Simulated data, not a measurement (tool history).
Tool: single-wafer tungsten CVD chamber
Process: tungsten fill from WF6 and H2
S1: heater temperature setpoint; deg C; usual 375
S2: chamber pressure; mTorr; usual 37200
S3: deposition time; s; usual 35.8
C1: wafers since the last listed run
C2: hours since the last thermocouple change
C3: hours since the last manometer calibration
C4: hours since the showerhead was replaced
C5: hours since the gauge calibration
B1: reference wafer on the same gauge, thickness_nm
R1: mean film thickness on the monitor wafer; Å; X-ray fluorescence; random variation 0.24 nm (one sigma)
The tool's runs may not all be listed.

run   hour   S1     S2    S3   C1      C2      C3      C4     C5      B1       R1
  1      0  375  37200  35.8    0  1871.7  1175.1  2613.3     27  66.391   792.94
  2   16.3  375  37200  35.8  375    1888  1191.4  2629.6   43.3  66.443   797.86
  3   33.9  375  37200    33  405  1905.6    1209  2647.2   60.9  66.435    734.2
  4   48.7  375  37200    33  340  1920.4  1223.8    2662   75.7  66.329   730.86
  5   66.4  386  43500  35.8  407  1938.1  1241.5  2679.7   93.4  66.417  1093.02
  6     80  370  37200  35.8  313  1951.7  1255.1  2693.3    107  66.394   710.07
  7   97.6  370  37200  35.8  405  1969.3  1272.7  2710.9  124.6  66.441   712.28
  8  112.8  370  37200  35.8  349  1984.5  1287.9  2726.1  139.8  66.398   708.48
  9  124.2  375  37200  35.8  262  1995.9  1299.3  2737.5  151.2  66.385    797.5
 10  134.7  375  37200  35.8  241  2006.4  1309.8    2748  161.7  66.353   799.75
 11  142.9  375  37200  35.8  188  2014.6    1318  2756.2  169.9  66.443   801.62
 12  160.3  375  31000  35.8  400    2032  1335.4  2773.6  187.3  66.462   737.57
 13  169.8  375  37200  35.8  218  2041.5  1344.9  2783.1  196.8  66.367   795.99
       178  -- thermocouple changed; heater temperature recalibrated
 14  178.5  375  37200  35.8   16     0.5  1353.6  2791.8  205.5  66.396   844.39
 15  189.5  375  37200  35.8  253    11.5  1364.6  2802.8  216.5  66.374   850.46
 16  207.3  375  30300  35.8  409    29.3  1382.4  2820.6  234.3  66.462   773.74
 17  222.1  375  30300  35.8  340    44.1  1397.2  2835.4  249.1  66.439   775.38
       235  -- capacitance manometer re-zeroed and calibrated
 18  235.5  390  42500  35.8  124    57.5     0.5  2848.8  262.5  66.408  1253.48
 19  247.2  385  33200  31.3  269    69.2    12.2  2860.5  274.2  66.379   883.39
 20  264.6  375  32000  28.9  400    86.6    29.6  2877.9  291.6  66.333   643.86
     273.6  -- showerhead replaced
 21  274.1  375  37200  35.8   34    96.1    39.1     0.5  301.1  66.421   856.34
     286.2  -- thermocouple changed; heater temperature recalibrated, repeated, since the last time left the tool worse
 22  311.1  382  37200  39.1  667    24.9    76.1    37.5  338.1  66.424   911.45
 23  328.1  375  37200  35.8  391    41.9    93.1    54.5  355.1  66.332   711.78
 24  339.8  364  41300  35.8  269    53.6   104.8    66.2  366.8  66.349   571.79
 25  353.3  365  37200  35.8  310    67.1   118.3    79.7  380.3  66.438   559.84
 26  367.4  389  43100  41.3  324    81.2   132.4    93.8  394.4  66.416  1213.22
 27  376.4  375  37200  35.8  207    90.2   141.4   102.8  403.4  66.378   710.13
     386.1  -- gauge calibrated
 28  394.2  360  37200  40.6  409     108   159.2   120.6    8.1  66.447   562.28
 29  401.6  375  37200  35.8  170   115.4   166.6     128   15.5  66.465   711.88
 30  419.4  365  31300  39.1  409   133.2   184.4   145.8   33.3  66.397   565.75
 31  435.6  382  37200  35.8  372   149.4   200.6     162   49.5  66.368   842.03
 32  451.8  375  31100  32.9  372   165.6   216.8   178.2   65.7  66.338    606.3
 33  460.3  375  31400  31.5  195   174.1   225.3   186.7   74.2  66.471   586.59
 34  472.4  375  37200  35.8  278   186.2   237.4   198.8   86.3  66.397   714.25
 35  486.1  388  37200  42.2  315   199.9   251.1   212.5    100  66.399  1133.23

Forecast each of these 3 alternatives for the next run:
  A  486.5  386  37200  35.8   9  200.3  251.5  212.9  100.4   ?   ?
  B  486.5  385  34600    34   9  200.3  251.5  212.9  100.4   ?   ?
  C  486.5  385  37200  42.3   9  200.3  251.5  212.9  100.4   ?   ?

run      B1       R1
  A  66.314   927.31
  B  66.314   833.42
  C  66.314  1071.97
Without the tool's hidden state the same runs would have given:
run       R1
  A   919.09
  B   826.01
  C  1062.44
